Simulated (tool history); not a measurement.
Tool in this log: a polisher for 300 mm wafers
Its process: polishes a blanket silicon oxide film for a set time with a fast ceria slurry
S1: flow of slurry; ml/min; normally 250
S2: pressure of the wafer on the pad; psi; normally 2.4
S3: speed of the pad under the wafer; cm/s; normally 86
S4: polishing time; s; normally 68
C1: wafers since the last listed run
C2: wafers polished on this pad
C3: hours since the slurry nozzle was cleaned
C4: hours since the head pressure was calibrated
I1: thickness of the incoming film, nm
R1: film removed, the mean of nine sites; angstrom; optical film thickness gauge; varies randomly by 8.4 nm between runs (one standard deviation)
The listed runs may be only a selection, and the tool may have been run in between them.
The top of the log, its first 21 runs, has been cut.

run   hour   S1   S2   S3  S4   C1    C2     C3     C4      I1    R1
 22  255.8  250  1.8   78  68   90   532  141.9   84.3  3087.7  4822
 23  268.1  315  2.8   86  68  100   633  154.2   96.6    3107  8396
 24  285.9  275    2   70  68  146   779    172  114.4    3132  5017
 25  292.3  335  2.4   62  68   52   832  178.4  120.8    3087  5373
 26  302.3  250  2.4   86  68   82   914  188.4  130.8  3130.6  6848
 27  312.7  250  2.4   62  68   85   999  198.8  141.2  3083.3  5377
 28  320.3  250  2.4   86  81   62  1061  206.4  148.8  3111.5  8367
 29  331.4  295  2.4   70  68   91  1152  217.5  159.9  3091.8  6036
 30  341.9  310  2.4  100  52   86  1239    228  170.4  3157.9  6232

Branching from run 30: 4 alternative next runs. What would each branch give?
  A  342.3  250  2.4  86  68   3  1242  228.4  170.8  3166.6   ?
  B  342.3  250  2.4  86  77   3  1242  228.4  170.8  3166.6   ?
  C  342.3  205  2.4  86  91   3  1242  228.4  170.8  3166.6   ?
  D  342.3  225  2.4  86  50   3  1242  228.4  170.8  3166.6   ?

run    R1
  A  6871
  B  7781
  C  8959
  D  4987
Stripped of hidden state, with their random variation kept, the same runs would have yielded:
run    R1
  A  7146
  B  8092
  C  9317
  D  5186

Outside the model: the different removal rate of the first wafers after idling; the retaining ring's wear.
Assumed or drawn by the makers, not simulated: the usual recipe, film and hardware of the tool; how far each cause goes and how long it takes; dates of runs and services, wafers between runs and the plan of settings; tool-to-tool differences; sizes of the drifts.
